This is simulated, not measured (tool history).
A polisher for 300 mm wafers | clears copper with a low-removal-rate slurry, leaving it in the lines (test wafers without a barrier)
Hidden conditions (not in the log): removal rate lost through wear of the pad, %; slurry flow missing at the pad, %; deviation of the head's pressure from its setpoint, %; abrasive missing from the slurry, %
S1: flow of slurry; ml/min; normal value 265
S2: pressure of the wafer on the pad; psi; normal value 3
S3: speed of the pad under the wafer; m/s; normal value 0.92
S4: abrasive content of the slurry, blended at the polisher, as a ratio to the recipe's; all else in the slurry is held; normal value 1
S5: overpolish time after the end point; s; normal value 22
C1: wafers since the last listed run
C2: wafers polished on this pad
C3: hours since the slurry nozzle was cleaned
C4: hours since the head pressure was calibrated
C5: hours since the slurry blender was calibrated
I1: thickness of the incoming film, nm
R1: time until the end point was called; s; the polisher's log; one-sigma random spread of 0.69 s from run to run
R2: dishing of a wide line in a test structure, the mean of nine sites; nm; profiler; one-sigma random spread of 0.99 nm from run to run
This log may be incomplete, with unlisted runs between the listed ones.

run,hour,S1,S2,S3,S4,S5,C1,C2,C3,C4,C5,I1,R1,R2
1,0,265,3,0.92,1,22,0,272,659.4,582.6,163.9,214.7,95.7,37.6
2,14.5,265,3,0.92,1,17,134,407,673.9,597.1,178.4,212.8,97.7,28.9
3,25.7,265,3,0.92,1,17,104,511,685.1,608.3,189.6,207.1,96.8,29.2
4,35,265,3,0.92,1,22,86,598,694.4,617.6,198.9,210.7,100.5,36.4
# hour 43.8: worn pad replaced by a new one
# hour 43.8: slurry nozzle cleaned
5,44.3,265,3,0.92,1,22,49,4,0.5,626.9,208.2,208.4,87.7,39.4
6,59,265,3,0.92,1,22,136,141,15.2,641.6,222.9,212.6,95.1,36.3
# hour 67.8: slurry blender recalibrated
7,71.8,265,3,0.92,1,22,100,241,28,654.4,4,211.2,89.8,40
# hour 74.6: head pressure recalibrated
8,78.8,265,3.3,0.92,0.85,30,46,288,35,4.2,11,209.2,85.3,54.1
9,86.4,265,3.5,0.92,1,31,70,359,42.6,11.8,18.6,208.3,79.7,57.6
10,94.2,240,3,0.92,1,22,72,431,50.4,19.6,26.4,211.4,93,37.2
11,102.9,265,3,0.92,0.75,22,80,512,59.1,28.3,35.1,208,95.4,34.9
# hour 114: worn pad replaced by a new one
12,114.5,265,3,0.92,1,22,70,4,70.7,39.9,46.7,208.9,83.4,41.8
13,127.3,320,3.8,0.92,1.15,32,119,123,83.5,52.7,59.5,211.2,69.8,66.1
14,133.9,265,3,0.92,1.25,18,61,184,90.1,59.3,66.1,207,85,34.4

Forecast each of these 4 alternatives for the next run:
A,134.3,265,3.4,0.92,1,22,3,188,90.5,59.7,66.5,208,?,?
B,134.3,335,3,0.82,1,22,3,188,90.5,59.7,66.5,208,?,?
C,134.3,265,2.3,0.92,1,22,3,188,90.5,59.7,66.5,208,?,?
D,134.3,265,3,1.04,1,13,3,188,90.5,59.7,66.5,208,?,?

run,R1,R2
A,79.4,44.1
B,98.3,36.2
C,112.2,31.8
D,78.6,27.4
Without the tool's unlogged condition, the same runs would have read:
run,R1,R2
A,72.3,47.9
B,89.4,39.4
C,102,34.6
D,71.5,29.9
